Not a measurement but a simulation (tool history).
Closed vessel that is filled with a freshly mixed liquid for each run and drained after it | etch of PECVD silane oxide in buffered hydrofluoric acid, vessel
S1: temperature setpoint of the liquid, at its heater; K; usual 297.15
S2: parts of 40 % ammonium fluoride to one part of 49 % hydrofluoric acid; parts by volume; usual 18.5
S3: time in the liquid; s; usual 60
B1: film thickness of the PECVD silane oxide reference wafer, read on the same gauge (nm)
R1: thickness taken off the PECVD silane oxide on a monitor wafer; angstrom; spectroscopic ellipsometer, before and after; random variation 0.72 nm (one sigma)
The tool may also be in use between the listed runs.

| run | hour | S1 | S2 | S3 | B1 | R1 |
|---|---|---|---|---|---|---|
| 1 | 0.0 | 297.15 | 18.5 | 60 | 50.00 | 1678.5 |
| 2 | 53.6 | 297.15 | 18.5 | 60 | 49.99 | 1693.7 |
|  | 113.4 | hydrofluoric acid flow meter replaced |
| 3 | 122.6 | 297.15 | 18.5 | 60 | 50.02 | 1653.4 |
| 4 | 221.9 | 297.15 | 18.5 | 60 | 50.01 | 1661.4 |
| 5 | 286.3 | 297.15 | 18.5 | 60 | 50.00 | 1659.7 |
| 6 | 383.8 | 297.15 | 18.5 | 60 | 49.99 | 1675.5 |
| 7 | 486.6 | 297.15 | 18.5 | 40 | 49.99 | 1125.3 |
| 8 | 564.1 | 297.15 | 18.5 | 60 | 50.02 | 1695.9 |
| 9 | 637.2 | 297.15 | 18.5 | 60 | 50.01 | 1698.1 |
|  | 665.3 | thermometer replaced |
| 10 | 737.7 | 297.15 | 18.5 | 60 | 50.00 | 1607.3 |
| 11 | 809.0 | 297.15 | 18.5 | 60 | 49.99 | 1615.8 |
| 12 | 889.2 | 297.15 | 18.5 | 60 | 49.99 | 1617.5 |
| 13 | 991.0 | 297.15 | 16.5 | 60 | 50.00 | 1821.1 |
|  | 1068.2 | hydrofluoric acid flow meter replaced |
| 14 | 1090.4 | 297.15 | 18.5 | 30 | 50.00 | 795.9 |
| 15 | 1254.8 | 294.65 | 23.0 | 75 | 50.00 | 1470.0 |
| 16 | 1361.9 | 297.15 | 18.5 | 60 | 50.00 | 1611.3 |
|  | 1410.4 | gauge calibrated |
| 17 | 1421.0 | 298.65 | 24.5 | 30 | 49.98 | 702.0 |
| 18 | 1496.7 | 300.65 | 18.5 | 50 | 50.01 | 1641.1 |
| 19 | 1568.6 | 300.65 | 11.0 | 85 | 50.00 | 4667.1 |
| 20 | 1664.5 | 292.65 | 20.5 | 30 | 49.99 | 581.2 |
| 21 | 1710.1 | 297.15 | 13.5 | 80 | 50.00 | 3024.5 |
| 22 | 1765.1 | 295.65 | 14.5 | 85 | 50.02 | 2745.7 |
| 23 | 1845.6 | 293.15 | 13.5 | 60 | 50.01 | 1813.1 |
| 24 | 1909.5 | 297.15 | 18.5 | 60 | 49.98 | 1685.0 |
| 25 | 1991.6 | 297.15 | 18.5 | 60 | 50.00 | 1672.4 |
| 26 | 2035.9 | 294.65 | 23.0 | 75 | 50.01 | 1542.2 |
| 27 | 2076.5 | 297.15 | 18.5 | 60 | 50.00 | 1702.8 |
|  | 2122.2 | hydrofluoric acid flow meter replaced |
| 28 | 2165.7 | 295.15 | 16.5 | 95 | 50.00 | 2604.7 |
| 29 | 2253.8 | 297.15 | 18.5 | 60 | 50.01 | 1646.4 |
| 30 | 2338.1 | 300.15 | 15.0 | 60 | 50.00 | 2416.5 |
| 31 | 2405.4 | 301.65 | 21.0 | 50 | 49.99 | 1571.8 |
| 32 | 2457.8 | 300.65 | 18.5 | 35 | 49.97 | 1175.5 |
|  | 2633.7 | thermometer replaced |
| 33 | 2676.1 | 297.15 | 18.5 | 60 | 49.99 | 1613.1 |

The same runs without the tool's hidden state, with the same run-to-run variation:
The hidden state here: liquid hotter than its thermometer reads (K); hydrofluoric acid flow above the setpoint (%); gauge reads high (%).
| run | R1 |
|---|---|
| 1 | 1561.4 |
| 2 | 1570.5 |
| 3 | 1575.6 |
| 4 | 1574.2 |
| 5 | 1566.2 |
| 6 | 1572.2 |
| 7 | 1049.3 |
| 8 | 1574.3 |
| 9 | 1569.6 |
| 10 | 1566.8 |
| 11 | 1569.3 |
| 12 | 1562.9 |
| 13 | 1749.8 |
| 14 | 781.8 |
| 15 | 1434.2 |
| 16 | 1558.1 |
| 17 | 679.5 |
| 18 | 1575.6 |
| 19 | 4462.8 |
| 20 | 554.9 |
| 21 | 2865.5 |
| 22 | 2591.9 |
| 23 | 1702.9 |
| 24 | 1577.4 |
| 25 | 1558.4 |
| 26 | 1445.7 |
| 27 | 1578.5 |
| 28 | 2483.6 |
| 29 | 1563.2 |
| 30 | 2284.8 |
| 31 | 1485.2 |
| 32 | 1104.1 |
| 33 | 1573.9 |

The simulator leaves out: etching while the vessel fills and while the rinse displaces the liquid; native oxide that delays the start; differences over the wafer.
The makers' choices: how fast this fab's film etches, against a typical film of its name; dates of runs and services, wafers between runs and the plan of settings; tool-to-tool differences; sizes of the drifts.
